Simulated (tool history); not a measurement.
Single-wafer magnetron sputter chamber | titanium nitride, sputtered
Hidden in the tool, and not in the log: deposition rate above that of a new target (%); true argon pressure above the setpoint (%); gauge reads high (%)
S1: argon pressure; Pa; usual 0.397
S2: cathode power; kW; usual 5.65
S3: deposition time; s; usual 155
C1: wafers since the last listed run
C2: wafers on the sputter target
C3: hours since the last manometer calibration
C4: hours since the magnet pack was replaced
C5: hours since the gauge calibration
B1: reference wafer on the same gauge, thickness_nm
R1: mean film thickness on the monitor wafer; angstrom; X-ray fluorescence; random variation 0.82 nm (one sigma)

| run | hour | S1 | S2 | S3 | C1 | C2 | C3 | C4 | C5 | B1 | R1 |
|---|---|---|---|---|---|---|---|---|---|---|---|
| 1 | 0 | 0.397 | 5.65 | 155 | 0 | 3965 | 646.2 | 6485.9 | 1484.1 | 174.686 | 1672.15 |
| 2 | 50.3 | 0.397 | 5.65 | 155 | 505 | 4471 | 696.5 | 6536.2 | 1534.4 | 174.918 | 1664.2 |
| 3 | 93 | 0.397 | 5.65 | 155 | 429 | 4900 | 739.2 | 6578.9 | 1577.1 | 175.091 | 1656.63 |
| 4 | 196.3 | 0.397 | 5.65 | 155 | 1039 | 5939 | 842.5 | 6682.2 | 1680.4 | 175.031 | 1649.52 |
| 5 | 299.5 | 0.397 | 5.65 | 155 | 1038 | 6977 | 945.7 | 6785.4 | 1783.6 | 175.115 | 1621.37 |
| 6 | 341.8 | 0.397 | 5.65 | 155 | 425 | 7403 | 988 | 6827.7 | 1825.9 | 174.807 | 1622.98 |
|  | 355.4 | gauge calibrated |
| 7 | 408.4 | 0.397 | 5.65 | 164 | 669 | 8073 | 1054.6 | 6894.3 | 53 | 174.903 | 1710.05 |
|  | 442.5 | sputter target and shields replaced |
| 8 | 509.8 | 0.397 | 5.95 | 155 | 939 | 677 | 1156 | 6995.7 | 154.4 | 174.97 | 1773.91 |
| 9 | 579 | 0.397 | 5.95 | 155 | 696 | 1373 | 1225.2 | 7064.9 | 223.6 | 175.113 | 1768.6 |
| 10 | 647 | 0.397 | 5.95 | 155 | 684 | 2057 | 1293.2 | 7132.9 | 291.6 | 174.992 | 1786.14 |
| 11 | 696.4 | 0.397 | 5.65 | 163 | 496 | 2554 | 1342.6 | 7182.3 | 341 | 174.911 | 1771.07 |
| 12 | 744.6 | 0.397 | 5.65 | 163 | 484 | 3039 | 1390.8 | 7230.5 | 389.2 | 175.045 | 1776.4 |
| 13 | 794.6 | 0.397 | 5.65 | 155 | 502 | 3542 | 1440.8 | 7280.5 | 439.2 | 174.825 | 1682.83 |
| 14 | 890.7 | 0.467 | 5.65 | 174 | 966 | 4508 | 1536.9 | 7376.6 | 535.3 | 174.921 | 1819.34 |
|  | 1151.5 | sputter target and shields replaced |
|  | 1165.6 | capacitance manometer re-zeroed and calibrated |
| 15 | 1167.1 | 0.467 | 5.65 | 174 | 2619 | 76 | 1.5 | 7653 | 811.7 | 174.934 | 1838.11 |
| 16 | 1247.8 | 0.397 | 5.65 | 155 | 811 | 888 | 82.2 | 7733.7 | 892.4 | 175.125 | 1692.38 |
| 17 | 1285.5 | 0.397 | 5.65 | 155 | 379 | 1267 | 119.9 | 7771.4 | 930.1 | 175.179 | 1681.97 |
| 18 | 1381.9 | 0.522 | 6.4 | 129 | 969 | 2237 | 216.3 | 7867.8 | 1026.5 | 175.01 | 1519.81 |
| 19 | 1445.6 | 0.397 | 5.65 | 155 | 640 | 2877 | 280 | 7931.5 | 1090.2 | 174.627 | 1672.64 |
| 20 | 1530.9 | 0.495 | 6.7 | 178 | 858 | 3735 | 365.3 | 8016.8 | 1175.5 | 175.325 | 2195.31 |
| 21 | 1589.8 | 0.554 | 6.2 | 140 | 592 | 4328 | 424.2 | 8075.7 | 1234.4 | 175.12 | 1565.35 |
| 22 | 1649.4 | 0.397 | 6.25 | 134 | 599 | 4927 | 483.8 | 8135.3 | 1294 | 175.115 | 1592.72 |
|  | 1678.8 | magnet pack replaced |
| 23 | 1737.1 | 0.535 | 5.65 | 184 | 801 | 5729 | 571.5 | 58.3 | 1381.7 | 175.152 | 1841.53 |
| 24 | 1773.9 | 0.316 | 5.65 | 155 | 370 | 6099 | 608.3 | 95.1 | 1418.5 | 175.132 | 1693.99 |
|  | 1834.5 | gauge calibrated |
| 25 | 1886.1 | 0.397 | 5.65 | 155 | 1128 | 7228 | 720.5 | 207.3 | 51.6 | 175.041 | 1614.19 |
| 26 | 1949.4 | 0.397 | 5.65 | 155 | 636 | 7865 | 783.8 | 270.6 | 114.9 | 175.379 | 1616.58 |

The next listed run, before its measurement:
|  | 1982 | sputter target and shields replaced |
| 27 | 2001.9 | 0.397 | 6.75 | 155 | 447 | 200 | 836.3 | 323.1 | 167.4 | ? | ? |

Run 27 gave B1 174.856, R1 1986.46 angstrom.
Without the tool's hidden state the same run would have given R1 1996.4 angstrom.
